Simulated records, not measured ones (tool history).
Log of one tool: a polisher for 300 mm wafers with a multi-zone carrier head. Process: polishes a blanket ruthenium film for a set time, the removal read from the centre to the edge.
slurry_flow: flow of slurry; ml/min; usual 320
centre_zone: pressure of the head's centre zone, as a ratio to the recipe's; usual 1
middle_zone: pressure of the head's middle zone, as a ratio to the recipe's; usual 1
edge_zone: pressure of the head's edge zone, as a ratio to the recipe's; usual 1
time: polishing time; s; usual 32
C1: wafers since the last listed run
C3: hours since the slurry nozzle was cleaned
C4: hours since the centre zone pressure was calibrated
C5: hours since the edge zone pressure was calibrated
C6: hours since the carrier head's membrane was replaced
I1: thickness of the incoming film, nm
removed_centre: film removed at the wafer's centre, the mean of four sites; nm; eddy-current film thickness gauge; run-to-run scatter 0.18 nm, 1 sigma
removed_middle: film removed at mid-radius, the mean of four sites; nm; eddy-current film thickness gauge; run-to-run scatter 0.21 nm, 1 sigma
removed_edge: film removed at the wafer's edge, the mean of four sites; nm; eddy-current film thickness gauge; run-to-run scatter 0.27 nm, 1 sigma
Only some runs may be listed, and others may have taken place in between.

{"run": 1, "hour": 0.0, "slurry_flow": 320, "centre_zone": 1.05, "middle_zone": 1, "edge_zone": 1, "time": 32, "C1": 0, "wafers polished on this pad": 897, "C3": 515.8, "C4": 860.8, "C5": 540.8, "C6": 2159.9, "I1": 290.2, "removed_centre": 16.9, "removed_middle": 16.6, "removed_edge": 16.9}
{"run": 2, "hour": 39.8, "slurry_flow": 320, "centre_zone": 1.05, "middle_zone": 1, "edge_zone": 1, "time": 32, "C1": 394, "wafers polished on this pad": 1292, "C3": 555.6, "C4": 900.6, "C5": 580.6, "C6": 2199.7, "I1": 289.7, "removed_centre": 16.7, "removed_middle": 16.4, "removed_edge": 16.3}
{"hour": 55.6, "done": "worn pad replaced by a new one"}
{"hour": 63.5, "done": "carrier head's membrane replaced by a new one"}
{"run": 3, "hour": 64.0, "slurry_flow": 320, "centre_zone": 1.06, "middle_zone": 1, "edge_zone": 1.06, "time": 32, "C1": 150, "wafers polished on this pad": 34, "C3": 579.8, "C4": 924.8, "C5": 604.8, "C6": 0.5, "I1": 285, "removed_centre": 17.5, "removed_middle": 16.8, "removed_edge": 17.1}
{"run": 4, "hour": 90.8, "slurry_flow": 320, "centre_zone": 1.06, "middle_zone": 1, "edge_zone": 1.06, "time": 32, "C1": 265, "wafers polished on this pad": 299, "C3": 606.6, "C4": 951.6, "C5": 631.6, "C6": 27.3, "I1": 285.9, "removed_centre": 17.4, "removed_middle": 17.2, "removed_edge": 17.1}
{"run": 5, "hour": 113.2, "slurry_flow": 365, "centre_zone": 1, "middle_zone": 1, "edge_zone": 1, "time": 35, "C1": 221, "wafers polished on this pad": 521, "C3": 629, "C4": 974, "C5": 654, "C6": 49.7, "I1": 292.5, "removed_centre": 18.5, "removed_middle": 19, "removed_edge": 18.8}
{"run": 6, "hour": 153.4, "slurry_flow": 320, "centre_zone": 0.89, "middle_zone": 1, "edge_zone": 1, "time": 37, "C1": 398, "wafers polished on this pad": 919, "C3": 669.2, "C4": 1014.2, "C5": 694.2, "C6": 89.9, "I1": 293.2, "removed_centre": 17.1, "removed_middle": 19.2, "removed_edge": 19.4}
{"run": 7, "hour": 175.6, "slurry_flow": 320, "centre_zone": 1, "middle_zone": 1, "edge_zone": 1, "time": 32, "C1": 219, "wafers polished on this pad": 1139, "C3": 691.4, "C4": 1036.4, "C5": 716.4, "C6": 112.1, "I1": 290.7, "removed_centre": 16.2, "removed_middle": 16.1, "removed_edge": 16.2}
{"hour": 196.4, "done": "worn pad replaced by a new one"}
{"run": 8, "hour": 210.5, "slurry_flow": 215, "centre_zone": 1, "middle_zone": 1, "edge_zone": 0.97, "time": 22, "C1": 306, "wafers polished on this pad": 139, "C3": 726.3, "C4": 1071.3, "C5": 751.3, "C6": 147, "I1": 288.4, "removed_centre": 10.4, "removed_middle": 10.7, "removed_edge": 10.7}
{"run": 9, "hour": 232.6, "slurry_flow": 320, "centre_zone": 1.06, "middle_zone": 1, "edge_zone": 1.06, "time": 32, "C1": 218, "wafers polished on this pad": 358, "C3": 748.4, "C4": 1093.4, "C5": 773.4, "C6": 169.1, "I1": 292.6, "removed_centre": 17.6, "removed_middle": 17.1, "removed_edge": 17.8}
{"run": 10, "hour": 268.5, "slurry_flow": 320, "centre_zone": 0.96, "middle_zone": 1, "edge_zone": 1, "time": 32, "C1": 355, "wafers polished on this pad": 713, "C3": 784.3, "C4": 1129.3, "C5": 809.3, "C6": 205, "I1": 289.1, "removed_centre": 15.8, "removed_middle": 16.8, "removed_edge": 16.7}
{"hour": 283.3, "done": "edge zone pressure recalibrated"}
{"hour": 283.6, "done": "centre zone pressure recalibrated"}
{"run": 11, "hour": 284.1, "slurry_flow": 240, "centre_zone": 1, "middle_zone": 1, "edge_zone": 0.91, "time": 32, "C1": 131, "wafers polished on this pad": 844, "C3": 799.9, "C4": 0.5, "C5": 0.8, "C6": 220.6, "I1": 293.3, "removed_centre": 15.3, "removed_middle": 15.4, "removed_edge": 15.4}

Run 12 has not been measured yet. What should we expect?
{"hour": 297.1, "done": "slurry nozzle cleaned"}
{"run": 12, "hour": 307.3, "slurry_flow": 365, "centre_zone": 1.07, "middle_zone": 1.06, "edge_zone": 1, "time": 26, "C1": 219, "wafers polished on this pad": 1064, "C3": 10.2, "C4": 23.7, "C5": 24, "C6": 243.8, "I1": 292.9, "removed_centre": "?", "removed_middle": "?", "removed_edge": "?"}

removed_centre: 14.9 nm
removed_middle: 15.1 nm
removed_edge: 14.4 nm
Without the tool's hidden state the same run would have given removed_centre 15.6 nm, removed_middle 15.8 nm, removed_edge 15.1 nm.
